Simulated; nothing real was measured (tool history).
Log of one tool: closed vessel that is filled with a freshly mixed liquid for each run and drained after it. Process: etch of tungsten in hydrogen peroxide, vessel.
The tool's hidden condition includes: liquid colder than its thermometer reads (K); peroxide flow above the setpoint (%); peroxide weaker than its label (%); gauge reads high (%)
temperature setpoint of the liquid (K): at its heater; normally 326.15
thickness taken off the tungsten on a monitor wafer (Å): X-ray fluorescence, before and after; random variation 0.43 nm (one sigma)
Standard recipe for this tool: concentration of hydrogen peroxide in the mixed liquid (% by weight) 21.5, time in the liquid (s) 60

run,hour,temperature setpoint of the liquid (K),concentration of hydrogen peroxide in the mixed liquid (% by weight),time in the liquid (s),wafers since the last listed run,hours since the thermometer was replaced,hours since the peroxide flow meter was replaced,hours since the drum of peroxide was connected,hours since the gauge calibration,"read-back film thickness of the tungsten reference wafer, read on the same gauge (nm)",thickness taken off the tungsten on a monitor wafer (Å)
1,0,326.15,21.5,60,0,2402.2,1116.4,433.5,1070.8,60,699.5
# hour 50.1: new drum of peroxide connected
2,50.6,326.15,21.5,60,4656,2452.8,1167,0.5,1121.4,59.99,695.5
3,120.6,326.15,21.5,60,6572,2522.8,1237,70.5,1191.4,60,694.4
4,155.8,326.15,21.5,60,3304,2558,1272.2,105.7,1226.6,60.03,688.6
5,199,326.15,21.5,60,4055,2601.2,1315.4,148.9,1269.8,59.97,686.6
6,226.7,326.15,26.5,70,2600,2628.9,1343.1,176.6,1297.5,59.97,896.3
# hour 228.8: gauge calibrated
7,289.2,326.15,26.5,70,5867,2691.4,1405.6,239.1,60.4,59.99,903.8
8,335.5,331.65,21.5,60,4346,2737.7,1451.9,285.4,106.7,60.01,961.7
9,386.6,326.15,21.5,60,4797,2788.8,1503,336.5,157.8,59.97,687.3
# hour 407.7: peroxide flow meter replaced
# hour 410: thermometer replaced
10,439.2,334.65,19,85,4750,29.2,31.5,389.1,210.4,60.04,1637.5
11,503.6,331.65,19,70,6046,93.6,95.9,453.5,274.8,59.97,1132.5
12,530.1,317.15,23.5,70,2487,120.1,122.4,480,301.3,59.97,524.7
# hour 534.2: new drum of peroxide connected
13,577.2,329.65,21.5,30,4328,167.2,169.5,43,348.4,60,463.7
14,602.3,329.65,21.5,70,2356,192.3,194.6,68.1,373.5,59.99,1069.4
15,673.8,326.15,21.5,60,6712,263.8,266.1,139.6,445,59.99,730.6
16,707.2,326.15,21.5,60,3135,297.2,299.5,173,478.4,60.03,739
17,732.5,326.15,21.5,60,2375,322.5,324.8,198.3,503.7,59.98,737.6
18,790.9,331.15,21.5,60,5482,380.9,383.2,256.7,562.1,60.04,987.3
19,849,318.15,25.5,40,5454,439,441.3,314.8,620.2,60.02,326.5
20,906.8,326.15,21.5,60,5426,496.8,499.1,372.6,678,59.96,732
21,975.2,326.15,21.5,40,6421,565.2,567.5,441,746.4,60,489.6
22,1034.8,331.15,23.5,30,5595,624.8,627.1,500.6,806,60.02,516.4
23,1097.4,321.65,23.5,75,5877,687.4,689.7,563.2,868.6,59.95,723.3
# hour 1107.6: new drum of peroxide connected
24,1167.6,326.15,21.5,30,6496,757.6,759.9,60,938.8,60.03,363.4
25,1215.6,326.15,21.5,60,4506,805.6,807.9,108,986.8,59.97,722.4
26,1255.2,326.15,21.5,60,3717,845.2,847.5,147.6,1026.4,59.97,725.3
27,1323.1,333.65,25.5,95,6374,913.1,915.4,215.5,1094.3,59.98,1940.7
28,1381.4,333.15,26,90,5473,971.4,973.7,273.8,1152.6,60.01,1803.6
# hour 1390.4: gauge calibrated
29,1441.1,326.15,21.5,60,5605,1031.1,1033.4,333.5,50.7,60.03,728.8
30,1470.9,326.15,21.5,60,2797,1060.9,1063.2,363.3,80.5,60,729.7
31,1520.8,318.65,26,30,4684,1110.8,1113.1,413.2,130.4,60,247.8

Consider 3 possible next runs. They are alternatives, not a sequence: every one starts from the tool as it was left by run 31. What does each give?
A,1521.5,326.15,15,60,65,1111.5,1113.8,413.9,131.1,?,?
B,1521.5,317.65,27.5,30,65,1111.5,1113.8,413.9,131.1,?,?
C,1521.5,326.15,24.5,75,65,1111.5,1113.8,413.9,131.1,?,?

run,"read-back film thickness of the tungsten reference wafer, read on the same gauge (nm)",thickness taken off the tungsten on a monitor wafer (Å)
A,59.99,603.3
B,59.99,241.2
C,59.99,963.8
Take away the tool's hidden state, keep each run's random variation, and the runs would have read:
run,thickness taken off the tungsten on a monitor wafer (Å)
A,636.1
B,255.1
C,1016.2
